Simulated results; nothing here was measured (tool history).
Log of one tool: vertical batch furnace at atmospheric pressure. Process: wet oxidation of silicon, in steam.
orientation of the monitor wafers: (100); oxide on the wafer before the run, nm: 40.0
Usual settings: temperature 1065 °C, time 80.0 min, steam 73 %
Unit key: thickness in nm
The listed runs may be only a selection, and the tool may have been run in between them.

run    hour  temperature   time  steam  wafers since the last listed run  hours since the last temperature calibration  hours since the steam generator was serviced  hours since the gauge calibration  read-back reference wafer on the same gauge, thickness  thickness
  1     0.0         1065   80.0     73                                 0                                        3602.6                                         719.6                             1154.6                                                  567.54     625.98
  2    49.7         1065   80.0     73                               444                                        3652.3                                         769.3                             1204.3                                                  566.53     625.05
       83.7  -- gauge calibrated
  3   154.2         1065   80.0     73                               934                                        3756.8                                         873.8                               70.5                                                  567.03     621.48
  4   248.3         1065   80.0     73                               841                                        3850.9                                         967.9                              164.6                                                  567.16     622.65
  5   315.5         1065   80.0     73                               601                                        3918.1                                        1035.1                              231.8                                                  567.53     621.99
  6   367.9         1065   80.0     73                               468                                        3970.5                                        1087.5                              284.2                                                  566.59     610.35
  7   447.3         1065   80.0     73                               710                                        4049.9                                        1166.9                              363.6                                                  567.19     619.01
  8   513.0         1073   80.0     73                               587                                        4115.6                                        1232.6                              429.3                                                  566.13     641.07
  9   573.1         1065   80.0     73                               537                                        4175.7                                        1292.7                              489.4                                                  567.36     621.91
 10   629.4         1065   80.0     73                               503                                        4232.0                                        1349.0                              545.7                                                  567.66     619.04
 11   708.2         1065   80.0     73                               704                                        4310.8                                        1427.8                              624.5                                                  568.04     617.24
 12   782.1         1065   80.0     73                               661                                        4384.7                                        1501.7                              698.4                                                  567.61     621.30
 13   848.7         1065   80.0     73                               595                                        4451.3                                        1568.3                              765.0                                                  567.41     615.39
      876.9  -- thermocouples replaced and temperature profile calibrated
 14   940.3         1065   80.0     73                               604                                          63.4                                        1659.9                              856.6                                                  566.00     612.45
 15  1027.6         1065   80.0     67                               780                                         150.7                                        1747.2                              943.9                                                  566.88     579.80
 16  1082.7         1081  112.5     66                               492                                         205.8                                        1802.3                              999.0                                                  566.70     762.43
 17  1133.6         1065   80.0     73                               455                                         256.7                                        1853.2                             1049.9                                                  565.95     610.46
 18  1230.6         1065   80.0     73                               867                                         353.7                                        1950.2                             1146.9                                                  566.63     608.39
     1284.6  -- gauge calibrated
 19  1295.2         1065   80.0     65                               577                                         418.3                                        2014.8                               10.6                                                  566.92     570.39
 20  1353.2         1065   80.0     64                               518                                         476.3                                        2072.8                               68.6                                                  567.12     568.02
 21  1459.0         1059   80.0     68                               946                                         582.1                                        2178.6                              174.4                                                  567.54     569.74
     1532.4  -- steam generator serviced
 22  1532.9         1065   80.0     68                               446                                         656.0                                           0.5                              248.3                                                  567.17     616.55
 23  1715.2         1065   80.0     80                              1630                                         838.3                                         182.8                              430.6                                                  566.76     666.84
 24  1776.5         1052   49.5     67                               548                                         899.6                                         244.1                              491.9                                                  566.71     427.14
 25  1827.1         1054   40.5     73                               452                                         950.2                                         294.7                              542.5                                                  566.84     399.62
 26  1932.9         1053   50.0     73                               946                                        1056.0                                         400.5                              648.3                                                  566.34     446.33

How the hidden state differs across the entries between the runs, from the last listed run before each to the first after it:
Between runs 2 and 3: gauge calibrated (hour 83.7)
  steam share off its setpoint, % of the setpoint: -5.58 -> -5.98
  measured value less the no-hidden-state value, thickness: -20.96 -> -22.37 nm
Between runs 13 and 14: thermocouples replaced and temperature profile calibrated (hour 876.9)
  steam share off its setpoint, % of the setpoint: -7.53 -> -7.65
  measured value less the no-hidden-state value, thickness: -28.31 -> -28.64 nm
Between runs 18 and 19: gauge calibrated (hour 1284.6)
  steam share off its setpoint, % of the setpoint: -7.93 -> -7.98
  measured value less the no-hidden-state value, thickness: -29.58 -> -28.07 nm
Between runs 21 and 22: steam generator serviced (hour 1532.4)
  steam share off its setpoint, % of the setpoint: -8.09 -> -0.977
  measured value less the no-hidden-state value, thickness: -28.65 -> -3.49 nm
